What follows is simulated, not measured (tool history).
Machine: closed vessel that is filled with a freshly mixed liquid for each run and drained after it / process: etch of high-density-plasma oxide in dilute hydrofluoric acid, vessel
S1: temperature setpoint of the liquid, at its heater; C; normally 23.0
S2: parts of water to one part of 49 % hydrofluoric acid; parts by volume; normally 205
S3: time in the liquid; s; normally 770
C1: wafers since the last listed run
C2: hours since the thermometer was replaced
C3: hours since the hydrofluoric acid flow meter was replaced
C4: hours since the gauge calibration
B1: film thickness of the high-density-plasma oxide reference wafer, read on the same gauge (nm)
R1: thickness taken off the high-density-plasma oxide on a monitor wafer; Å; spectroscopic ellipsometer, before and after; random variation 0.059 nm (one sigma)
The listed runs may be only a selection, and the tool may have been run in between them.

run    hour    S1   S2    S3    C1     C2      C3      C4     B1     R1
  1     0.0  23.0  205   770     0   36.1  1033.1  1621.7  70.02  180.0
       18.4  -- hydrofluoric acid flow meter replaced
      178.8  -- gauge calibrated
  2   184.0  23.0  205   770  8760  220.1   165.6     5.2  69.98  180.3
  3   247.5  23.0  205   770  3040  283.6   229.1    68.7  69.98  181.7
  4   282.4  23.0  205   590  1670  318.5   264.0   103.6  69.99  139.2
  5   345.2  24.5  205   500  3006  381.3   326.8   166.4  70.01  124.1
  6   415.8  24.5  205   500  3379  451.9   397.4   237.0  69.99  124.2
  7   449.9  23.0  165   770  1632  486.0   431.5   271.1  70.02  234.4
  8   498.7  23.0  205   770  2336  534.8   480.3   319.9  70.01  180.9
  9   525.1  23.0  205   770  1263  561.2   506.7   346.3  70.01  181.0
 10   583.9  23.0  205   770  2814  620.0   565.5   405.1  69.99  180.2
 11   615.3  20.0  175   770  1503  651.4   596.9   436.5  70.02  193.4
 12   685.9  23.0  205  1210  3379  722.0   667.5   507.1  69.98  282.2
 13   812.9  23.0  205   770  6080  849.0   794.5   634.1  70.02  180.9
      830.1  -- thermometer replaced
 14   856.9  24.5  205   770  2058   26.8   838.5   678.1  70.01  191.6
 15   901.7  26.0  205   770  2144   71.6   883.3   722.9  69.99  202.1
 16   958.0  26.0  160   505  2695  127.9   939.6   779.2  69.99  178.6
 17   997.2  23.0  205   770  1876  167.1   978.8   818.4  70.02  180.0
     1038.7  -- hydrofluoric acid flow meter replaced
 18  1060.2  23.0  205   770  2968  230.1    21.5   881.4  69.96  180.8
 19  1099.9  23.0  205   430  1900  269.8    61.2   921.1  70.02  100.9
 20  1151.8  23.0  205   770  2484  321.7   113.1   973.0  70.03  180.2
 21  1219.0  21.5  290  1170  3217  388.9   180.3  1040.2  69.97  168.8
 22  1277.5  20.5  235   510  2800  447.4   238.8  1098.7  69.98   93.0
 23  1326.1  23.0  205   770  2326  496.0   287.4  1147.3  70.00  180.7
 24  1355.4  23.0  205   770  1402  525.3   316.7  1176.6  70.02  180.7
 25  1411.3  21.0  170   395  2676  581.2   372.6  1232.5  69.99  107.0
 26  1448.9  19.5  260   980  1800  618.8   410.2  1270.1  69.99  150.1
 27  1509.4  23.0  205   995  2896  679.3   470.7  1330.6  70.02  233.6
 28  1535.5  23.0  305   770  1249  705.4   496.8  1356.7  70.00  110.1
 29  1564.7  23.0  250   315  1397  734.6   526.0  1385.9  69.98   57.7
 30  1588.7  25.5  290   985  1148  758.6   550.0  1409.9  70.03  163.1
 31  1636.6  23.0  250   770  2293  806.5   597.9  1457.8  69.98  141.2

State the hidden condition of the tool at each of the runs:
liquid colder than its thermometer reads (K): 0, the same for each run
hydrofluoric acid flow above the setpoint (%): 0, the same for each run
gauge reads high (%): 0, the same for each run

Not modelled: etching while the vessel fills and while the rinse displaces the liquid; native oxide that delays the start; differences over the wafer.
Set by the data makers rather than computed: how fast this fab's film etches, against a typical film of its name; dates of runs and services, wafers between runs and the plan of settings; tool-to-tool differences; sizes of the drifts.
